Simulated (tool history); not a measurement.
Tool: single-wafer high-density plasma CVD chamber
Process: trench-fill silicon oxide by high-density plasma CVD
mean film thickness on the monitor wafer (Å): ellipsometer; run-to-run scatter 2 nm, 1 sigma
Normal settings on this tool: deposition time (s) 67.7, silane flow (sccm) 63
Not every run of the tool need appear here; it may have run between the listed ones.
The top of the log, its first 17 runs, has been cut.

| run | day | deposition time (s) | silane flow (sccm) | read-back reference wafer on the same gauge, thickness_nm | mean film thickness on the monitor wafer (Å) |
|---|---|---|---|---|---|
|  | 8.058 | gauge calibrated |
| 18 | 8.175 | 67.7 | 70 | 448.053 | 4438.04 |
| 19 | 8.604 | 67.7 | 70 | 447.435 | 4438.29 |
| 20 | 9.117 | 67.7 | 70 | 447.816 | 4455.8 |
| 21 | 9.638 | 67.7 | 63 | 447.656 | 4191.08 |
| 22 | 9.9 | 67.7 | 63 | 448.112 | 4183.48 |
| 23 | 10.229 | 63 | 68 | 448.238 | 4060.98 |
| 24 | 10.596 | 74 | 56 | 448.405 | 4320.54 |
| 25 | 11.325 | 78.3 | 54 | 448.43 | 4497.34 |
| 26 | 11.629 | 67.7 | 63 | 448.152 | 4189.92 |
| 27 | 11.9 | 67.7 | 74 | 447.766 | 4563.58 |
| 28 | 12.246 | 77 | 69 | 448.213 | 4978 |
|  | 13.004 | silane flow controller replaced |
| 29 | 13.025 | 63.5 | 53 | 447.901 | 3628.7 |
| 30 | 13.371 | 67.7 | 63 | 447.81 | 4177.37 |
| 31 | 14.104 | 57.6 | 54 | 448.268 | 3298.14 |

The next listed run, before its measurement:
| 32 | 14.833 | 67.7 | 63 | ? | ? |

{"run 32": {"read-back reference wafer on the same gauge, thickness_nm": 448.248, "mean film thickness on the monitor wafer (Å)": 4222.05}}
The same run, on a tool lacking any hidden state, would have yielded mean film thickness on the monitor wafer (Å) 4222.05.
